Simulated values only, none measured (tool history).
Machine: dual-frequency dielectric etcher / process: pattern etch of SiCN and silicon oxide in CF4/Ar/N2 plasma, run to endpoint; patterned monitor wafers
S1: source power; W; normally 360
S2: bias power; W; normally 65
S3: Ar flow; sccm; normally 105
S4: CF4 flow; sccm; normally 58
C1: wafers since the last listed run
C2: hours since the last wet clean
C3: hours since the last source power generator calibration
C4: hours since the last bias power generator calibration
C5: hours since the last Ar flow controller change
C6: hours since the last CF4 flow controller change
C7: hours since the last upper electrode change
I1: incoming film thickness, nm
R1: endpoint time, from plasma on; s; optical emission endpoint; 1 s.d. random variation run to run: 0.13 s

run,hour,S1,S2,S3,S4,C1,C2,C3,C4,C5,C6,C7,I1,R1
1,0,360,65,105,58,0,49,3833.1,3034.4,3376.8,5866.8,3571.6,16.43,25.2
# hour 11.3: CF4 flow controller replaced
2,13,360,65,105,58,78,62,3846.1,3047.4,3389.8,1.7,3584.6,16.4,25
3,20,420,65,114,58,78,69,3853.1,3054.4,3396.8,8.7,3591.6,16.41,21.4
# hour 30.4: bias power generator calibrated
4,32.3,420,65,114,58,93,81.3,3865.4,1.9,3409.1,21,3603.9,16.33,21.4
# hour 40.7: Ar flow controller replaced
5,46.3,420,65,105,54,90,95.3,3879.4,15.9,5.6,35,3617.9,16.21,21.4
6,58.4,450,65,82,58,136,107.4,3891.5,28,17.7,47.1,3630,16.36,19.4
7,69.3,360,65,105,58,122,118.3,3902.4,38.9,28.6,58,3640.9,16.4,25.4
8,75.8,440,55,127,65,73,124.8,3908.9,45.4,35.1,64.5,3647.4,16.33,21.8
9,84.4,400,65,105,58,96,133.4,3917.5,54,43.7,73.1,3656,16.33,22.6
10,99.6,360,65,105,58,171,148.6,3932.7,69.2,58.9,88.3,3671.2,16.41,25.3
11,107.9,360,65,105,58,93,156.9,3941,77.5,67.2,96.6,3679.5,16.5,25.7
12,122.2,360,73,105,53,161,171.2,3955.3,91.8,81.5,110.9,3693.8,16.43,24.5
13,133.3,360,51,122,66,125,182.3,3966.4,102.9,92.6,122,3704.9,16.4,28.2

Estimate the outcome of run 14 from the log above:
14,141.4,360,65,91,46,91,190.4,3974.5,111,100.7,130.1,3713,16.32,?

{"run 14": {"R1": 26}}
On a tool with no hidden condition, and with the same random variation, this run would have come out at R1 25.4 s.
